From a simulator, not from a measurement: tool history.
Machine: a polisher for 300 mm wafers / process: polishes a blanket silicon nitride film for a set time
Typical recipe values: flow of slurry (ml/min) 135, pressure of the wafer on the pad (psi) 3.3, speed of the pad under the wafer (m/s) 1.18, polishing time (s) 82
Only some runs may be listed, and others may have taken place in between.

run,day,flow of slurry (ml/min),pressure of the wafer on the pad (psi),speed of the pad under the wafer (m/s),polishing time (s),"incoming thickness of the incoming film, nm",film removed (angstrom)
1,0,135,3.3,1.18,82,766.1,1320
# day 0.567: worn pad replaced by a new one
2,1.817,135,3.3,1.48,82,770.2,1680
# day 2.85: slurry nozzle cleaned
3,4.75,135,3.3,1.48,82,779.2,1632
4,6.912,135,3.3,1.48,82,771.7,1545
5,9.75,135,3.3,1.18,82,773.1,1250
# day 11.071: head pressure recalibrated
6,11.383,135,3.3,1.18,82,762.1,1409
# day 13.408: worn pad replaced by a new one
7,13.508,135,3.3,1.18,82,771.3,1463
8,15.717,135,3.3,1.18,82,766.1,1488
# day 16.883: slurry nozzle cleaned
9,17.788,135,3.3,1.18,82,778.9,1396
10,19.596,135,3.3,0.92,82,771.5,1185
11,22.479,135,3.3,1.18,82,767.5,1328
12,24.279,135,3.3,1.18,82,764.4,1318
# day 25.45: worn pad replaced by a new one
13,26.092,135,4.1,1.18,95,774.2,2012
# day 28.038: slurry nozzle cleaned
14,28.242,135,4.1,1.18,95,776.1,1978
15,30.588,135,4.1,1.18,95,767.7,1973
16,32.412,135,3.3,1.18,82,757.3,1323
# day 36.958: head pressure recalibrated
# day 37.967: worn pad replaced by a new one
17,38.229,135,4.2,1.4,82,782.8,2224

The next listed run, before its measurement:
18,39.358,135,3.3,1.18,82,773,?

For run 18 the tool returned film removed (angstrom) 1518.
If the tool had no hidden condition, the same run with the same run-to-run variation would have returned film removed (angstrom) 1546.

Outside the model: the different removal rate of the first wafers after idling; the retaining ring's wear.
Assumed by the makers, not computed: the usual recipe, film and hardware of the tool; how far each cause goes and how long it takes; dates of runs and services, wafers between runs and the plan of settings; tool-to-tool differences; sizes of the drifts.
